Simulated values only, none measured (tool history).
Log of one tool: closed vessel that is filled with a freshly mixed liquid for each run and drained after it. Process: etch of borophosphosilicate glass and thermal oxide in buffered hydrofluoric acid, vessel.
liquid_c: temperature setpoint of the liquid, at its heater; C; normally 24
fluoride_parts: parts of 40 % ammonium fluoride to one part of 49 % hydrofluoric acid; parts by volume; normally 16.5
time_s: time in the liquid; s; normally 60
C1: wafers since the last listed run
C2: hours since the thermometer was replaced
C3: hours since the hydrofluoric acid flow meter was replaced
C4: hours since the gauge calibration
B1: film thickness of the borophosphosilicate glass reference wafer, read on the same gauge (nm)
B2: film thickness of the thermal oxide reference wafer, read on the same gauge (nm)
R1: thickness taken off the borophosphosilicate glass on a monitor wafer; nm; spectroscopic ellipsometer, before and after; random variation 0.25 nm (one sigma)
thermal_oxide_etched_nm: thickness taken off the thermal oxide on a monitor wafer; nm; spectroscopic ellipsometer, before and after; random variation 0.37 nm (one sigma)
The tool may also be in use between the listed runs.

Run 1, hour 0: usual settings but fluoride_parts 13 parts by volume; C1 0; C2 714; C3 949.5; C4 514.3; B1 130.01; B2 49.97. Result: R1 98.42 nm, thermal_oxide_etched_nm 52.57 nm.
Run 2, hour 16.5: usual settings but fluoride_parts 13 parts by volume; C1 1201; C2 730.5; C3 966; C4 530.8; B1 129.98; B2 49.99. Result: R1 97.6 nm, thermal_oxide_etched_nm 52 nm.
Run 3, hour 28.9: usual settings but fluoride_parts 13 parts by volume; C1 902; C2 742.9; C3 978.4; C4 543.2; B1 129.97; B2 50.03. Result: R1 97.14 nm, thermal_oxide_etched_nm 51.59 nm.
Run 4, hour 60.8: usual settings; C1 2322; C2 774.8; C3 1010.3; C4 575.1; B1 130.01; B2 49.99. Result: R1 77.56 nm, thermal_oxide_etched_nm 41.35 nm.
Run 5, hour 96.8: usual settings; C1 2620; C2 810.8; C3 1046.3; C4 611.1; B1 130; B2 50. Result: R1 76.7 nm, thermal_oxide_etched_nm 40.6 nm.
Run 6, hour 112.6: usual settings; C1 1150; C2 826.6; C3 1062.1; C4 626.9; B1 129.98; B2 50.01. Result: R1 76.41 nm, thermal_oxide_etched_nm 40.82 nm.
Run 7, hour 128.1: usual settings; C1 1128; C2 842.1; C3 1077.6; C4 642.4; B1 130.01; B2 50.06. Result: R1 76.61 nm, thermal_oxide_etched_nm 40.66 nm.
Run 8, hour 154: usual settings; C1 1885; C2 868; C3 1103.5; C4 668.3; B1 129.98; B2 49.95. Result: R1 77.01 nm, thermal_oxide_etched_nm 40.94 nm.
Run 9, hour 171.6: usual settings; C1 1281; C2 885.6; C3 1121.1; C4 685.9; B1 129.96; B2 49.95. Result: R1 76.24 nm, thermal_oxide_etched_nm 40.94 nm.
Run 10, hour 229.9: usual settings; C1 4244; C2 943.9; C3 1179.4; C4 744.2; B1 130.03; B2 49.97. Result: R1 76.06 nm, thermal_oxide_etched_nm 40.36 nm.
At hour 259.6: gauge calibrated.
Run 11, hour 263.1: usual settings but liquid_c 22.5 C, fluoride_parts 11 parts by volume, time_s 35 s; C1 2417; C2 977.1; C3 1212.6; C4 3.5; B1 130.03; B2 49.97. Result: R1 61.38 nm, thermal_oxide_etched_nm 32.58 nm.
Run 12, hour 277.7: usual settings but time_s 45 s; C1 1062; C2 991.7; C3 1227.2; C4 18.1; B1 130.03; B2 50.01. Result: R1 56.96 nm, thermal_oxide_etched_nm 30.22 nm.
At hour 293.6: hydrofluoric acid flow meter replaced.
Run 13, hour 294.4: usual settings; C1 1143; C2 1008.4; C3 0.8; C4 34.8; B1 129.98; B2 50.03. Result: R1 78.29 nm, thermal_oxide_etched_nm 41.79 nm.
Run 14, hour 313.7: usual settings but fluoride_parts 15 parts by volume; C1 1405; C2 1027.7; C3 20.1; C4 54.1; B1 129.98; B2 49.98. Result: R1 86.01 nm, thermal_oxide_etched_nm 44.91 nm.
At hour 336.3: thermometer replaced.
Run 15, hour 337.1: usual settings but liquid_c 29 C, fluoride_parts 14.5 parts by volume, time_s 45 s; C1 1630; C2 0.8; C3 43.5; C4 77.5; B1 130.02; B2 50.01. Result: R1 89.86 nm, thermal_oxide_etched_nm 48.61 nm.
Run 16, hour 357.8: usual settings but fluoride_parts 19 parts by volume; C1 1507; C2 21.5; C3 64.2; C4 98.2; B1 130.01; B2 50.03. Result: R1 70.11 nm, thermal_oxide_etched_nm 37.1 nm.
Run 17, hour 386.2: usual settings but liquid_c 20.5 C, fluoride_parts 20.5 parts by volume, time_s 35 s; C1 2067; C2 49.9; C3 92.6; C4 126.6; B1 130.02; B2 49.99. Result: R1 31.6 nm, thermal_oxide_etched_nm 17 nm.
Run 18, hour 421.6: usual settings but time_s 45 s; C1 2577; C2 85.3; C3 128; C4 162; B1 129.99; B2 49.97. Result: R1 60.54 nm, thermal_oxide_etched_nm 32.2 nm.
Run 19, hour 477.4: usual settings but fluoride_parts 12.5 parts by volume; C1 4062; C2 141.1; C3 183.8; C4 217.8; B1 129.99; B2 50.01. Result: R1 105.48 nm, thermal_oxide_etched_nm 56.3 nm.
Run 20, hour 505.3: usual settings but liquid_c 22.5 C, fluoride_parts 12 parts by volume, time_s 90 s; C1 2031; C2 169; C3 211.7; C4 245.7; B1 130.01; B2 50.01. Result: R1 152.43 nm, thermal_oxide_etched_nm 82.05 nm.
Run 21, hour 521.6: usual settings but fluoride_parts 14 parts by volume, time_s 50 s; C1 1186; C2 185.3; C3 228; C4 262; B1 129.98; B2 50. Result: R1 79.12 nm, thermal_oxide_etched_nm 41.77 nm.
Run 22, hour 542.5: usual settings but fluoride_parts 14 parts by volume; C1 1521; C2 206.2; C3 248.9; C4 282.9; B1 130.01; B2 50.01. Result: R1 93.96 nm, thermal_oxide_etched_nm 50.14 nm.
Run 23, hour 558.3: usual settings but liquid_c 28.5 C, fluoride_parts 21.5 parts by volume, time_s 50 s; C1 1150; C2 222; C3 264.7; C4 298.7; B1 129.99; B2 50.02. Result: R1 66.83 nm, thermal_oxide_etched_nm 35.81 nm.
Run 24, hour 642: usual settings but fluoride_parts 13.5 parts by volume, time_s 45 s; C1 6093; C2 305.7; C3 348.4; C4 382.4; B1 129.94; B2 49.97. Result: R1 72.44 nm, thermal_oxide_etched_nm 38.87 nm.
Run 25, hour 669.3: usual settings but fluoride_parts 15 parts by volume, time_s 70 s; C1 1987; C2 333; C3 375.7; C4 409.7; B1 130.01; B2 49.95. Result: R1 101.21 nm, thermal_oxide_etched_nm 54.32 nm.
Run 26, hour 688.5: usual settings but liquid_c 19.5 C, fluoride_parts 10.5 parts by volume; C1 1397; C2 352.2; C3 394.9; C4 428.9; B1 130.03; B2 50.01. Result: R1 96.99 nm, thermal_oxide_etched_nm 52.02 nm.

Here are 3 independent what-if runs from the current tool condition. What would each one return?
Run A, hour 689.2: usual settings but liquid_c 21 C; C1 50; C2 352.9; C3 395.6; C4 429.6; B1 ?; B2 ?. Result: R1 ?, thermal_oxide_etched_nm ?.
Run B, hour 689.2: usual settings but fluoride_parts 14 parts by volume, time_s 90 s; C1 50; C2 352.9; C3 395.6; C4 429.6; B1 ?; B2 ?. Result: R1 ?, thermal_oxide_etched_nm ?.
Run C, hour 689.2: usual settings but liquid_c 25.5 C, time_s 95 s; C1 50; C2 352.9; C3 395.6; C4 429.6; B1 ?; B2 ?. Result: R1 ?, thermal_oxide_etched_nm ?.

run   B1     B2      R1  thermal_oxide_etched_nm
  A  130  50.03   67.67                    35.96
  B  130  50.03  140.69                    74.84
  C  130  50.03  136.92                    72.95
With no hidden state in the tool, these same runs would have given:
run      R1  thermal_oxide_etched_nm
  A   69.84                    37.12
  B  145.15                    77.22
  C  141.24                    75.25
